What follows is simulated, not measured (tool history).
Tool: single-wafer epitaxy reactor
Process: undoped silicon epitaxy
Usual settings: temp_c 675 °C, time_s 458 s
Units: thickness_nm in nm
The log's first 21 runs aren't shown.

| run | hour | temp_c | time_s | wafers since the last listed run | hours since the last pyrometer calibration | hours since the gauge calibration | read-back reference wafer on the same gauge, thickness_nm | thickness_nm |
|---|---|---|---|---|---|---|---|---|
| 22 | 987.0 | 662 | 458 | 68 | 413.5 | 400.9 | 121.674 | 96.632 |
| 23 | 1017.4 | 681 | 534 | 81 | 443.9 | 431.3 | 122.082 | 162.658 |
| 24 | 1057.0 | 670 | 458 | 106 | 483.5 | 470.9 | 121.727 | 112.971 |
| 25 | 1122.3 | 675 | 458 | 175 | 548.8 | 536.2 | 122.049 | 123.699 |
| 26 | 1188.0 | 685 | 509 | 176 | 614.5 | 601.9 | 122.100 | 168.360 |
| 27 | 1221.9 | 660 | 486 | 90 | 648.4 | 635.8 | 121.770 | 97.501 |
| 28 | 1335.8 | 664 | 535 | 305 | 762.3 | 749.7 | 121.807 | 118.711 |
| 29 | 1394.2 | 675 | 458 | 156 | 820.7 | 808.1 | 122.015 | 125.439 |
| 30 | 1457.3 | 675 | 543 | 169 | 883.8 | 871.2 | 121.754 | 147.437 |
| 31 | 1488.1 | 675 | 514 | 82 | 914.6 | 902.0 | 122.187 | 139.020 |
| 32 | 1667.3 | 683 | 458 | 480 | 1093.8 | 1081.2 | 122.455 | 149.996 |
| 33 | 1703.6 | 669 | 458 | 97 | 1130.1 | 1117.5 | 121.922 | 112.944 |
| 34 | 1745.4 | 675 | 458 | 112 | 1171.9 | 1159.3 | 122.255 | 126.649 |

4 ways to go on from here, each from the tool as it stands after run 34. What would each give?
| A | 1745.9 | 675 | 458 | 1 | 1172.4 | 1159.8 | ? | ? |
| B | 1745.9 | 663 | 512 | 1 | 1172.4 | 1159.8 | ? | ? |
| C | 1745.9 | 667 | 422 | 1 | 1172.4 | 1159.8 | ? | ? |
| D | 1745.9 | 675 | 536 | 1 | 1172.4 | 1159.8 | ? | ? |

| run | read-back reference wafer on the same gauge, thickness_nm | thickness_nm |
|---|---|---|
| A | 122.042 | 127.176 |
| B | 122.042 | 111.868 |
| C | 122.042 | 99.938 |
| D | 122.042 | 148.835 |
Without the tool's hidden state the same runs would have given:
| run | thickness_nm |
|---|---|
| A | 121.980 |
| B | 107.187 |
| C | 95.790 |
| D | 142.754 |
